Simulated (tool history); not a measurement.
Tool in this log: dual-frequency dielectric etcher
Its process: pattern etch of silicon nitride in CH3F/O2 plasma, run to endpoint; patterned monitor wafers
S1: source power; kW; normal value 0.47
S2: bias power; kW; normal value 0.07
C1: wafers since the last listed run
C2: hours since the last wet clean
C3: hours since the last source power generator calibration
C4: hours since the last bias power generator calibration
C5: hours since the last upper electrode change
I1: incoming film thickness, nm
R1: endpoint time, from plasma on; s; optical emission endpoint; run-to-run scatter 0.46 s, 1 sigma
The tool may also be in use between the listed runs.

run    hour    S1     S2   C1     C2      C3      C4      C5    I1    R1
  1       0  0.47  0.074    0  379.4  2882.4    1039  1687.9  79.4  79.2
  2    38.9  0.47   0.07  330  418.3  2921.3  1077.9  1726.8  78.8  81.6
       96.4  -- wet clean of the chamber
  3   105.9  0.47   0.07  364    9.5  2988.3  1144.9  1793.8  79.3  81.2
  4   174.7  0.47   0.07  583   78.3  3057.1  1213.7  1862.6  79.2    81
  5   217.3  0.47   0.07  361  120.9  3099.7  1256.3  1905.2  79.2  80.6
  6   322.4  0.47   0.07  892    226  3204.8  1361.4  2010.3  77.8  79.5
  7   400.9  0.47   0.07  666  304.5  3283.3  1439.9  2088.8  78.3  79.8
  8   492.1  0.47   0.07  774  395.7  3374.5  1531.1    2180  78.6  80.2
      529.9  -- wet clean of the chamber
  9   559.7  0.47   0.07  370   29.8  3442.1  1598.7  2247.6  79.2  81.6
 10   619.3  0.47   0.07  505   89.4  3501.7  1658.3  2307.2  78.4    81
      667.4  -- bias power generator calibrated
 11   676.5  0.47  0.063  451  146.6  3558.9     9.1  2364.4  78.2  87.5
 12   769.9  0.47   0.07  792    240  3652.3   102.5  2457.8  78.5  84.1
      840.4  -- upper electrode replaced
 13   840.9  0.47   0.07  398    311  3723.3   173.5     0.5  78.8  84.3
        908  -- bias power generator calibrated, repeated, since the last time left the tool worse
 14   910.2  0.42  0.059  554  380.3  3792.6     2.2    69.8    78    93
      983.7  -- wet clean of the chamber
 15     991  0.51  0.087  482    7.3  3873.4      83   150.6  79.3  71.6
 16  1080.7  0.54  0.054  761     97  3963.1   172.7   240.3  77.4  82.8
 17  1181.3  0.54  0.061  853  197.6  4063.7   273.3   340.9  79.3    81
     1208.3  -- source power generator calibrated
 18  1239.2  0.41  0.056  457  255.5    30.9   331.2   398.8  78.6  95.2
 19  1304.5  0.55  0.056  554  320.8    96.2   396.5   464.1  78.5  82.5
 20  1346.9   0.4  0.055  359  363.2   138.6   438.9   506.5  78.1  96.2
 21  1419.4  0.55   0.08  615  435.7   211.1   511.4     579  78.7  70.7
     1459.8  -- wet clean of the chamber
 22  1460.3  0.41  0.061  143    0.5     252   552.3   619.9  78.6  91.2
 23  1512.1  0.47  0.074  439   52.3   303.8   604.1   671.7  79.1  79.7
 24  1608.4  0.53  0.085  817  148.6   400.1   700.4     768  78.7  70.4
 25  1711.1  0.47   0.07  871  251.3   502.8   803.1   870.7  79.2  81.3
 26  1797.6  0.57  0.081  734  337.8   589.3   889.6   957.2  78.9  70.7

Each run again, without the hidden state but with its own random variation kept:
Hidden conditions of the tool in this case: etch rate over this chamber's usual, %; source power that arrives over what is set, %; bias power that arrives over what is set, %.
run    R1
  1  80.1
  2  82.5
  3  82.1
  4  81.9
  5  81.5
  6  80.5
  7  80.8
  8  81.2
  9  82.6
 10    82
 11  85.1
 12    82
 13  82.3
 14  93.1
 15  71.9
 16  83.2
 17  81.5
 18  95.9
 19  83.2
 20    97
 21  71.5
 22  92.1
 23  80.6
 24  71.3
 25  82.3
 26  71.7

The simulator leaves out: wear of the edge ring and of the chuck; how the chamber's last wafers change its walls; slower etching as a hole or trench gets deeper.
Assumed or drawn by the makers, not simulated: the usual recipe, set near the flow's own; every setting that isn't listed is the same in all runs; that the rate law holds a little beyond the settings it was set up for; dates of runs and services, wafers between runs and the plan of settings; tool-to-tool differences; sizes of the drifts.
